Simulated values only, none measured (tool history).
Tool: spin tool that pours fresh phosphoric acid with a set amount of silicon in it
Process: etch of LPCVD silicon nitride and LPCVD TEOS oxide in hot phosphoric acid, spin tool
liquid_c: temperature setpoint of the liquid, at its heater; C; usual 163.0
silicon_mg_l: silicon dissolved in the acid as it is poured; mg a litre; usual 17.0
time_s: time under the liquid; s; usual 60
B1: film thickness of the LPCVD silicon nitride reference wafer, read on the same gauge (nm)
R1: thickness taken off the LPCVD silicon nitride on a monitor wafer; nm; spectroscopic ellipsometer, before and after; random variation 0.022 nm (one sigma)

Run 1, hour 0.0: usual settings; B1 110.00. Result: R1 5.51 nm.
Run 2, hour 54.8: usual settings but time_s 85 s; B1 110.03. Result: R1 7.84 nm.
At hour 70.2: dissolved silicon flow meter replaced.
Run 3, hour 359.0: usual settings; B1 109.99. Result: R1 5.50 nm.
Run 4, hour 418.8: usual settings; B1 110.01. Result: R1 5.42 nm.
At hour 447.4: thermometer replaced.
Run 5, hour 466.7: usual settings; B1 109.98. Result: R1 5.66 nm.
Run 6, hour 507.3: usual settings but silicon_mg_l 9.0 mg a litre; B1 110.00. Result: R1 5.63 nm.
Run 7, hour 601.9: usual settings; B1 109.97. Result: R1 5.68 nm.
Run 8, hour 700.5: usual settings but silicon_mg_l 21.0 mg a litre, time_s 35 s; B1 110.00. Result: R1 3.29 nm.
Run 9, hour 790.5: usual settings but liquid_c 165.5 C, silicon_mg_l 5.0 mg a litre, time_s 85 s; B1 110.01. Result: R1 8.71 nm.
Run 10, hour 850.1: usual settings but time_s 35 s; B1 110.00. Result: R1 3.28 nm.
Run 11, hour 918.0: usual settings; B1 109.95. Result: R1 5.62 nm.
Run 12, hour 999.8: usual settings but liquid_c 165.5 C; B1 110.02. Result: R1 6.10 nm.
Run 13, hour 1103.1: usual settings but liquid_c 164.5 C, silicon_mg_l 4.5 mg a litre; B1 110.02. Result: R1 5.89 nm.
At hour 1140.8: heated supply line repaired.
Run 14, hour 1186.7: usual settings but silicon_mg_l 29.0 mg a litre; B1 110.05. Result: R1 5.54 nm.
At hour 1198.1: gauge calibrated.
Run 15, hour 1290.4: usual settings; B1 109.99. Result: R1 5.55 nm.
Run 16, hour 1345.9: usual settings but liquid_c 164.5 C; B1 109.99. Result: R1 5.80 nm.
At hour 1381.3: dissolved silicon flow meter replaced.
Run 17, hour 1433.9: usual settings but liquid_c 162.0 C, silicon_mg_l 13.0 mg a litre, time_s 30 s; B1 109.96. Result: R1 2.70 nm.
Run 18, hour 1522.7: usual settings; B1 109.99. Result: R1 5.55 nm.
Run 19, hour 1596.4: usual settings; B1 110.00. Result: R1 5.51 nm.
Run 20, hour 1700.4: usual settings but time_s 35 s; B1 110.05. Result: R1 3.20 nm.
Run 21, hour 1747.4: usual settings but silicon_mg_l 29.5 mg a litre; B1 110.03. Result: R1 5.54 nm.

5 ways to go on from here, each from the tool as it stands after run 21. What would each give?
Run A, hour 1747.8: usual settings but time_s 45 s; B1 ?. Result: R1 ?.
Run B, hour 1747.8: usual settings but silicon_mg_l 23.0 mg a litre; B1 ?. Result: R1 ?.
Run C, hour 1747.8: usual settings but liquid_c 164.5 C, silicon_mg_l 22.5 mg a litre, time_s 50 s; B1 ?. Result: R1 ?.
Run D, hour 1747.8: usual settings but liquid_c 161.5 C; B1 ?. Result: R1 ?.
Run E, hour 1747.8: usual settings but liquid_c 165.5 C, silicon_mg_l 10.0 mg a litre, time_s 35 s; B1 ?. Result: R1 ?.

run      B1    R1
  A  110.01  4.14
  B  110.01  5.52
  C  110.01  4.84
  D  110.01  5.25
  E  110.01  3.50
Without the tool's hidden state the same runs would have given:
run    R1
  A  4.30
  B  5.73
  C  5.02
  D  5.45
  E  3.63

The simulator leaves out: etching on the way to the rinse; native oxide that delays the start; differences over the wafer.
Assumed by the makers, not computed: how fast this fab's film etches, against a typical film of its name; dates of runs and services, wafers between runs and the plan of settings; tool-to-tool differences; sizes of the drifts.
